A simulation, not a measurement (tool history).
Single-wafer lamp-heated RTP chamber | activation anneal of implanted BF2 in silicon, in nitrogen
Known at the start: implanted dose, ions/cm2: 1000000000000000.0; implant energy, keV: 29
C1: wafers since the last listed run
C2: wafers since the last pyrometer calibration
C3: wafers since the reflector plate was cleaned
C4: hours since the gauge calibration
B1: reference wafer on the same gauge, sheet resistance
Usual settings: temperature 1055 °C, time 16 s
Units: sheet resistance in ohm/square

{"run": 1, "day": 0.0, "temperature": 1055, "time": 23, "C1": 0, "C2": 2830, "C3": 3693, "C4": 246.0, "B1": 112.05, "sheet resistance": 115.04}
{"run": 2, "day": 0.25, "temperature": 1055, "time": 10, "C1": 68, "C2": 2899, "C3": 3762, "C4": 252.0, "B1": 111.99, "sheet resistance": 122.08}
{"run": 3, "day": 0.75, "temperature": 1055, "time": 16, "C1": 137, "C2": 3037, "C3": 3899, "C4": 264.0, "B1": 111.88, "sheet resistance": 118.95}
{"run": 4, "day": 1.238, "temperature": 1055, "time": 16, "C1": 134, "C2": 3171, "C3": 4034, "C4": 275.7, "B1": 112.09, "sheet resistance": 117.73}
{"run": 5, "day": 1.679, "temperature": 1055, "time": 16, "C1": 121, "C2": 3293, "C3": 4155, "C4": 286.3, "B1": 111.92, "sheet resistance": 117.47}
{"run": 6, "day": 2.154, "temperature": 1055, "time": 16, "C1": 130, "C2": 3424, "C3": 4286, "C4": 297.7, "B1": 112.06, "sheet resistance": 118.24}
{"run": 7, "day": 2.729, "temperature": 1055, "time": 16, "C1": 158, "C2": 3582, "C3": 4445, "C4": 311.5, "B1": 111.98, "sheet resistance": 118.73}
{"run": 8, "day": 3.212, "temperature": 1055, "time": 16, "C1": 133, "C2": 3715, "C3": 4578, "C4": 323.1, "B1": 111.88, "sheet resistance": 118.93}
{"run": 9, "day": 4.358, "temperature": 1055, "time": 16, "C1": 315, "C2": 4031, "C3": 4894, "C4": 350.6, "B1": 111.97, "sheet resistance": 117.94}
{"run": 10, "day": 5.008, "temperature": 1055, "time": 16, "C1": 179, "C2": 4210, "C3": 5073, "C4": 366.2, "B1": 112.01, "sheet resistance": 118.71}
{"day": 5.375, "done": "reflector plate cleaned"}
{"run": 11, "day": 5.467, "temperature": 1042, "time": 12, "C1": 34, "C2": 4245, "C3": 25, "C4": 377.2, "B1": 111.94, "sheet resistance": 126.48}
{"run": 12, "day": 6.054, "temperature": 1055, "time": 22, "C1": 161, "C2": 4407, "C3": 186, "C4": 391.3, "B1": 112.04, "sheet resistance": 116.68}
{"run": 13, "day": 6.592, "temperature": 1072, "time": 16, "C1": 148, "C2": 4555, "C3": 335, "C4": 404.2, "B1": 111.89, "sheet resistance": 114.92}
{"run": 14, "day": 7.275, "temperature": 1055, "time": 16, "C1": 188, "C2": 4743, "C3": 523, "C4": 420.6, "B1": 111.98, "sheet resistance": 117.81}
{"run": 15, "day": 8.238, "temperature": 1064, "time": 9, "C1": 265, "C2": 5008, "C3": 788, "C4": 443.7, "B1": 112.11, "sheet resistance": 120.91}
{"run": 16, "day": 8.888, "temperature": 1055, "time": 16, "C1": 179, "C2": 5187, "C3": 967, "C4": 459.3, "B1": 112.03, "sheet resistance": 117.67}
{"run": 17, "day": 9.433, "temperature": 1055, "time": 16, "C1": 150, "C2": 5338, "C3": 1118, "C4": 472.4, "B1": 111.88, "sheet resistance": 117.14}
{"run": 18, "day": 9.888, "temperature": 1039, "time": 16, "C1": 125, "C2": 5463, "C3": 1243, "C4": 483.3, "B1": 112.01, "sheet resistance": 122.24}
{"day": 10.596, "done": "pyrometer window cleaned and pyrometer calibrated"}
{"run": 19, "day": 10.617, "temperature": 1055, "time": 16, "C1": 109, "C2": 6, "C3": 1352, "C4": 500.8, "B1": 112.05, "sheet resistance": 120.62}
{"run": 20, "day": 10.858, "temperature": 1073, "time": 11, "C1": 66, "C2": 72, "C3": 1419, "C4": 506.6, "B1": 111.98, "sheet resistance": 116.71}
{"run": 21, "day": 11.396, "temperature": 1075, "time": 19, "C1": 148, "C2": 220, "C3": 1567, "C4": 519.5, "B1": 112.02, "sheet resistance": 114.01}
{"run": 22, "day": 11.904, "temperature": 1081, "time": 13, "C1": 140, "C2": 361, "C3": 1707, "C4": 531.7, "B1": 112.12, "sheet resistance": 114.15}
{"run": 23, "day": 12.321, "temperature": 1083, "time": 25, "C1": 114, "C2": 475, "C3": 1822, "C4": 541.7, "B1": 112.11, "sheet resistance": 110.08}
{"day": 12.783, "done": "gauge calibrated"}
{"run": 24, "day": 13.004, "temperature": 1069, "time": 13, "C1": 188, "C2": 664, "C3": 2010, "C4": 5.3, "B1": 111.96, "sheet resistance": 117.63}
{"run": 25, "day": 13.554, "temperature": 1038, "time": 21, "C1": 151, "C2": 815, "C3": 2161, "C4": 18.5, "B1": 112.01, "sheet resistance": 122.61}
{"run": 26, "day": 14.158, "temperature": 1055, "time": 16, "C1": 166, "C2": 982, "C3": 2328, "C4": 33.0, "B1": 112.02, "sheet resistance": 119.46}
{"run": 27, "day": 14.767, "temperature": 1063, "time": 10, "C1": 167, "C2": 1149, "C3": 2496, "C4": 47.6, "B1": 111.84, "sheet resistance": 120.89}
{"run": 28, "day": 15.308, "temperature": 1055, "time": 16, "C1": 149, "C2": 1299, "C3": 2645, "C4": 60.6, "B1": 112.02, "sheet resistance": 118.01}
{"run": 29, "day": 15.717, "temperature": 1055, "time": 25, "C1": 112, "C2": 1411, "C3": 2757, "C4": 70.4, "B1": 112.06, "sheet resistance": 115.25}
{"run": 30, "day": 16.012, "temperature": 1055, "time": 6, "C1": 81, "C2": 1493, "C3": 2839, "C4": 77.5, "B1": 111.82, "sheet resistance": 127.67}
{"run": 31, "day": 16.6, "temperature": 1069, "time": 23, "C1": 161, "C2": 1655, "C3": 3001, "C4": 91.6, "B1": 112.05, "sheet resistance": 112.44}
{"run": 32, "day": 17.05, "temperature": 1066, "time": 22, "C1": 124, "C2": 1779, "C3": 3125, "C4": 102.4, "B1": 111.9, "sheet resistance": 114.07}
{"run": 33, "day": 17.492, "temperature": 1079, "time": 21, "C1": 121, "C2": 1900, "C3": 3247, "C4": 113.0, "B1": 112.07, "sheet resistance": 111.78}
{"run": 34, "day": 18.108, "temperature": 1043, "time": 23, "C1": 169, "C2": 2070, "C3": 3417, "C4": 127.8, "B1": 112.08, "sheet resistance": 119.5}
{"run": 35, "day": 18.517, "temperature": 1034, "time": 13, "C1": 112, "C2": 2183, "C3": 3529, "C4": 137.6, "B1": 112.07, "sheet resistance": 127.59}
{"run": 36, "day": 18.788, "temperature": 1068, "time": 13, "C1": 74, "C2": 2257, "C3": 3604, "C4": 144.1, "B1": 112.13, "sheet resistance": 116.4}

Some steps in sheet resistance between neighbouring runs. How much of each would the tool show without its hidden state too (settings, what came in, random variation), and how much is left for the hidden state, with any gauge scatter that isn't in both results?
The hidden state here: true wafer temperature minus pyrometer reading, K; wafer temperature error from the tarnished reflector plate, K; gauge reads high (%).
Run 10 -> 11: temperature 1055 -> 1042, time 16 -> 12, reflector plate cleaned. sheet resistance +7.77 ohm/square: hidden state +1.97, all else +5.80.
Run 18 -> 19: temperature 1039 -> 1055, pyrometer window cleaned and pyrometer calibrated. sheet resistance -1.62 ohm/square: hidden state +2.87, all else -4.49.
Run 29 -> 30: time 25 -> 6. sheet resistance +12.42 ohm/square: hidden state -0.82, all else +13.24.
Run 30 -> 31: temperature 1055 -> 1069, time 6 -> 23. sheet resistance -15.23 ohm/square: hidden state +1.47, all else -16.70.
Run 33 -> 34: temperature 1079 -> 1043, time 21 -> 23. sheet resistance +7.72 ohm/square: hidden state -2.48, all else +10.20.
Run 35 -> 36: temperature 1034 -> 1068. sheet resistance -11.19 ohm/square: hidden state +1.35, all else -12.54.

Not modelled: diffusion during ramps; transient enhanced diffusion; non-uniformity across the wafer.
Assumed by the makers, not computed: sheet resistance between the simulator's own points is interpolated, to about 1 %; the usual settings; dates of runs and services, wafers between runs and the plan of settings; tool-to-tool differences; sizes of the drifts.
